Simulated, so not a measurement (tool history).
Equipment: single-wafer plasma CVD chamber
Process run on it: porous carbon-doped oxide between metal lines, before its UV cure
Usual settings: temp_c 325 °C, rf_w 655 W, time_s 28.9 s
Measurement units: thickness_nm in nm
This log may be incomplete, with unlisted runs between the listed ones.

| run | hour | temp_c | rf_w | time_s | read-back reference wafer on the same gauge, thickness_nm | thickness_nm |
|---|---|---|---|---|---|---|
| 1 | 0.0 | 334 | 700 | 28.9 | 145.118 | 167.640 |
| 2 | 62.9 | 325 | 655 | 28.9 | 144.967 | 167.013 |
| 3 | 117.8 | 325 | 655 | 28.9 | 144.969 | 166.871 |
| 4 | 162.3 | 325 | 655 | 28.9 | 145.140 | 166.771 |
| 5 | 204.8 | 325 | 655 | 28.9 | 145.088 | 167.052 |
|  | 266.0 | thermocouple changed; heater temperature recalibrated |
| 6 | 302.3 | 325 | 655 | 28.9 | 145.050 | 167.313 |
| 7 | 397.8 | 325 | 655 | 28.9 | 145.067 | 166.996 |
| 8 | 497.0 | 325 | 655 | 28.9 | 145.048 | 166.768 |
| 9 | 542.4 | 325 | 655 | 28.9 | 145.097 | 167.246 |
|  | 627.8 | showerhead replaced |
|  | 688.3 | RF generator calibrated |
| 10 | 757.5 | 325 | 655 | 28.9 | 145.156 | 167.774 |
| 11 | 796.4 | 325 | 655 | 28.9 | 145.210 | 168.175 |
|  | 828.1 | gauge calibrated |
| 12 | 899.0 | 325 | 655 | 28.9 | 143.296 | 164.931 |
| 13 | 978.9 | 325 | 655 | 28.9 | 143.463 | 164.684 |
| 14 | 1053.4 | 325 | 655 | 28.9 | 143.627 | 164.759 |
| 15 | 1090.4 | 325 | 655 | 28.9 | 143.698 | 164.864 |
| 16 | 1151.6 | 325 | 785 | 28.9 | 143.735 | 184.984 |
| 17 | 1397.4 | 325 | 655 | 28.9 | 144.230 | 166.763 |
| 18 | 1473.0 | 325 | 655 | 28.9 | 144.383 | 166.268 |
| 19 | 1526.6 | 325 | 655 | 23.3 | 144.376 | 134.508 |
| 20 | 1591.0 | 338 | 700 | 28.9 | 144.342 | 163.399 |
| 21 | 1672.3 | 325 | 655 | 28.9 | 144.570 | 166.774 |
| 22 | 1729.3 | 336 | 550 | 30.6 | 144.725 | 150.099 |
| 23 | 1775.8 | 310 | 760 | 26.7 | 144.867 | 183.367 |
| 24 | 1857.5 | 338 | 655 | 24.5 | 144.709 | 133.691 |
|  | 1870.8 | thermocouple changed; heater temperature recalibrated |
| 25 | 1933.3 | 330 | 580 | 25.2 | 144.859 | 131.891 |
| 26 | 1986.2 | 325 | 655 | 28.9 | 144.936 | 166.500 |
| 27 | 2027.1 | 325 | 655 | 28.9 | 144.981 | 166.149 |
| 28 | 2101.5 | 325 | 555 | 32.5 | 144.918 | 168.328 |
| 29 | 2144.1 | 325 | 655 | 28.9 | 145.054 | 167.137 |
| 30 | 2213.9 | 325 | 655 | 28.9 | 145.107 | 166.375 |
| 31 | 2288.9 | 314 | 550 | 31.1 | 145.099 | 169.086 |
| 32 | 2334.5 | 338 | 585 | 33.7 | 145.172 | 170.433 |
|  | 2413.0 | RF generator calibrated |
| 33 | 2429.4 | 338 | 655 | 28.9 | 145.202 | 157.547 |

Each row is a separate what-if for the run after 33, all from the same tool condition, not one after another. Results?
| A | 2429.8 | 325 | 655 | 28.9 | ? | ? |
| B | 2429.8 | 336 | 655 | 30.4 | ? | ? |
| C | 2429.8 | 325 | 655 | 25.3 | ? | ? |
| D | 2429.8 | 339 | 715 | 31.2 | ? | ? |
| E | 2429.8 | 325 | 655 | 26.2 | ? | ? |

| run | read-back reference wafer on the same gauge, thickness_nm | thickness_nm |
|---|---|---|
| A | 145.300 | 166.779 |
| B | 145.300 | 166.731 |
| C | 145.300 | 146.619 |
| D | 145.300 | 178.368 |
| E | 145.300 | 151.663 |
Take away the tool's hidden state, keep each run's random variation, and the runs would have read:
| run | thickness_nm |
|---|---|
| A | 164.214 |
| B | 164.167 |
| C | 144.364 |
| D | 175.624 |
| E | 149.331 |
